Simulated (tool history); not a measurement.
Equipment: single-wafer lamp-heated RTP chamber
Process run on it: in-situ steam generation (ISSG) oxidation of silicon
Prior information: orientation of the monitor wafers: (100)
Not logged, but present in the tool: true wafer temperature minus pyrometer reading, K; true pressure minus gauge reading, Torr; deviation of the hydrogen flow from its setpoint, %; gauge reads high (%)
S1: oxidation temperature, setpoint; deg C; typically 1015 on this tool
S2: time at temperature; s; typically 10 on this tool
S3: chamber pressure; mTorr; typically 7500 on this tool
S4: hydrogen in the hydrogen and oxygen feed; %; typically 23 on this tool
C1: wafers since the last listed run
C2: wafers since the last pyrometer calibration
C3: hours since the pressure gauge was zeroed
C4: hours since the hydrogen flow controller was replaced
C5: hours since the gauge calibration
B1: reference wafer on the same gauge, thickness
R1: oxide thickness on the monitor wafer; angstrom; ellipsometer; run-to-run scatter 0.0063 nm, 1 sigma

run,hour,S1,S2,S3,S4,C1,C2,C3,C4,C5,B1,R1
1,0.0,1015,10,7500,30,0,2811,3612.5,4590.0,248.2,3.761,47.07
2,66.9,1015,10,7500,23,642,3454,3679.4,4656.9,315.1,3.761,43.51
3,165.3,1015,10,7500,23,945,4400,3777.8,4755.3,413.5,3.758,43.67
4,248.7,1015,10,8200,23,801,5201,3861.2,4838.7,496.9,3.761,43.55
# hour 282.8: pyrometer window cleaned and pyrometer calibrated
5,341.8,1015,9,8500,23,817,567,3954.3,4931.8,590.0,3.759,40.95
6,399.5,1015,9,8500,23,554,1121,4012.0,4989.5,647.7,3.760,41.18
7,475.8,1015,10,7500,23,733,1854,4088.3,5065.8,724.0,3.760,43.36
8,548.5,1015,10,7500,23,698,2553,4161.0,5138.5,796.7,3.763,43.44
9,647.4,1015,10,7500,23,950,3503,4259.9,5237.4,895.6,3.760,43.48
10,698.5,1015,10,7500,23,491,3994,4311.0,5288.5,946.7,3.761,43.39
11,794.8,1015,10,7500,23,925,4920,4407.3,5384.8,1043.0,3.762,43.61
12,850.2,1015,10,7500,23,532,5452,4462.7,5440.2,1098.4,3.759,43.54
# hour 868.0: pyrometer window cleaned and pyrometer calibrated
13,904.4,1015,10,9000,19,443,349,4516.9,5494.4,1152.6,3.761,40.66
# hour 944.1: pressure gauge zeroed
14,970.0,1015,10,8000,23,553,902,25.9,5560.0,1218.2,3.762,43.09
15,1046.4,1015,11,8000,30,734,1637,102.3,5636.4,1294.6,3.762,48.58
16,1128.5,1009,13,7900,23,788,2426,184.4,5718.5,1376.7,3.761,47.83
# hour 1194.0: hydrogen flow controller replaced
17,1202.2,1005,10,8700,28,631,3057,258.1,8.2,1450.4,3.760,43.41
18,1293.5,1020,10,6900,16,877,3934,349.4,99.5,1541.7,3.761,39.66
# hour 1387.6: pyrometer window cleaned and pyrometer calibrated
19,1388.1,1009,13,6900,19,832,4,444.0,194.1,1636.3,3.761,44.04
20,1431.4,1015,8,7500,30,416,421,487.3,237.4,1679.6,3.758,41.78
21,1534.8,1015,10,8800,20,993,1414,590.7,340.8,1783.0,3.760,41.07
22,1630.1,1015,10,7500,23,915,2330,686.0,436.1,1878.3,3.760,43.04
23,1675.8,1015,10,7500,23,439,2769,731.7,481.8,1924.0,3.760,42.97
24,1736.5,1015,10,7500,23,583,3352,792.4,542.5,1984.7,3.759,43.07
# hour 1761.7: gauge calibrated
25,1777.1,1015,10,7500,31,390,3742,833.0,583.1,15.4,3.759,46.94
26,1871.7,1015,13,7500,32,909,4651,927.6,677.7,110.0,3.761,53.34
27,1955.1,1015,10,7500,23,801,5453,1011.0,761.1,193.4,3.760,43.15
# hour 2047.6: pyrometer window cleaned and pyrometer calibrated
28,2230.6,1015,10,7500,23,2570,1758,1286.5,1036.6,468.9,3.761,42.77
29,2273.6,1015,10,7500,23,413,2171,1329.5,1079.6,511.9,3.759,42.80
30,2328.8,1015,12,7500,17,530,2701,1384.7,1134.8,567.1,3.759,43.08
31,2429.4,1015,10,7500,23,966,3668,1485.3,1235.4,667.7,3.762,43.07
32,2468.1,1009,8,7500,32,371,4040,1524.0,1274.1,706.4,3.760,42.17

Forecast each of these 3 alternatives for the next run:
A,2468.5,1015,13,7500,23,3,4044,1524.4,1274.5,706.8,?,?
B,2468.5,1015,11,7500,17,3,4044,1524.4,1274.5,706.8,?,?
C,2468.5,996,12,7500,14,3,4044,1524.4,1274.5,706.8,?,?

run,B1,R1
A,3.760,48.25
B,3.760,41.39
C,3.760,38.33
Stripped of hidden state, with their random variation kept, the same runs would have yielded:
run,R1
A,47.32
B,40.63
C,37.69
